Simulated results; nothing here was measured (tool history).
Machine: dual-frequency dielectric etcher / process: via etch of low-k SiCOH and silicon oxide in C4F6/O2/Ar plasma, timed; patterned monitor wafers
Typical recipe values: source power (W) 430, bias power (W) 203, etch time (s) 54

run	hour	source power (W)	bias power (W)	etch time (s)	wafers since the last listed run	hours since the last wet clean	hours since the last source power generator calibration	hours since the last bias power generator calibration	hours since the last upper electrode change	hours since the gauge calibration	read-back reference wafer on the same gauge, depth_nm	mean etch depth across the wafer (nm)
1	0	430	203	54	0	365	3112.1	4302.2	2799.8	638.7	114.3	122.1
# hour 9.6: bias power generator calibrated
2	17.6	430	203	63.5	140	382.6	3129.7	8	2817.4	656.3	114	145.2
3	44.1	430	203	63.5	274	409.1	3156.2	34.5	2843.9	682.8	113.7	144.4
# hour 75: wet clean of the chamber
4	75.5	430	203	54	76	0.5	3187.6	65.9	2875.3	714.2	113.5	121.7
5	100	430	203	54	253	25	3212.1	90.4	2899.8	738.7	113.4	122.1
# hour 114.9: gauge calibrated
6	115.2	430	203	54	157	40.2	3227.3	105.6	2915	0.3	116.1	126.4
7	137.1	430	203	54	226	62.1	3249.2	127.5	2936.9	22.2	116.2	124.3
# hour 212.4: upper electrode replaced
8	212.9	430	232	59.5	536	137.9	3325	203.3	0.5	98	116.1	144.9
9	218.2	430	203	54	54	143.2	3330.3	208.6	5.8	103.3	116.3	124.6
10	252	430	203	41	350	177	3364.1	242.4	39.6	137.1	116.2	94.6
11	274.6	530	203	54	234	199.6	3386.7	265	62.2	159.7	116.2	134.1
12	310.5	430	182	66	372	235.5	3422.6	300.9	98.1	195.6	116	146.5
13	366.2	350	154	62	577	291.2	3478.3	356.6	153.8	251.3	115.9	122.8
# hour 391.8: source power generator calibrated
14	397.4	430	223	54	281	322.4	5.6	387.8	185	282.5	115.7	129.5
# hour 432.6: wet clean of the chamber
15	433.1	470	203	54	121	0.5	41.3	423.5	220.7	318.2	115.5	128.6
16	434	380	173	63	9	1.4	42.2	424.4	221.6	319.1	115.8	133.1
17	510.8	430	203	54	795	78.2	119	501.2	298.4	395.9	115.4	124.3
18	543.4	430	203	46	337	110.8	151.6	533.8	331	428.5	115.3	106.2
19	563.5	500	253	54	208	130.9	171.7	553.9	351.1	448.6	115	139.3
20	589.3	340	203	43	267	156.7	197.5	579.7	376.9	474.4	115.1	92
21	601.4	430	203	54	125	168.8	209.6	591.8	389	486.5	114.9	124.2
22	630	430	203	54	296	197.4	238.2	620.4	417.6	515.1	114.8	124.6
23	647.1	430	203	39	177	214.5	255.3	637.5	434.7	532.2	114.8	89.5
24	672.4	470	182	54	262	239.8	280.6	662.8	460	557.5	114.8	123.7
25	687.6	470	154	47	157	255	295.8	678	475.2	572.7	114.6	100.5
26	720.3	330	184	69	338	287.7	328.5	710.7	507.9	605.4	114.3	139
27	749.6	350	203	54	303	317	357.8	740	537.2	634.7	114.1	116
28	774.7	430	203	54	260	342.1	382.9	765.1	562.3	659.8	113.8	124.2
29	796.3	430	203	38	223	363.7	404.5	786.7	583.9	681.4	113.7	85.3

Each row is a separate what-if for the run after 29, all from the same tool condition, not one after another. Results?
A	796.7	430	203	54	4	364.1	404.9	787.1	584.3	681.8	?	?
B	796.7	390	163	54	4	364.1	404.9	787.1	584.3	681.8	?	?
C	796.7	370	153	46.5	4	364.1	404.9	787.1	584.3	681.8	?	?
D	796.7	480	203	54	4	364.1	404.9	787.1	584.3	681.8	?	?
E	796.7	430	241	67.5	4	364.1	404.9	787.1	584.3	681.8	?	?

run	read-back reference wafer on the same gauge, depth_nm	mean etch depth across the wafer (nm)
A	113.9	123.8
B	113.9	111.2
C	113.9	92.2
D	113.9	128.3
E	113.9	164.5
Had the tool no hidden state, the same runs would have come out as:
run	mean etch depth across the wafer (nm)
A	126.2
B	113.4
C	94
D	130.8
E	167.7
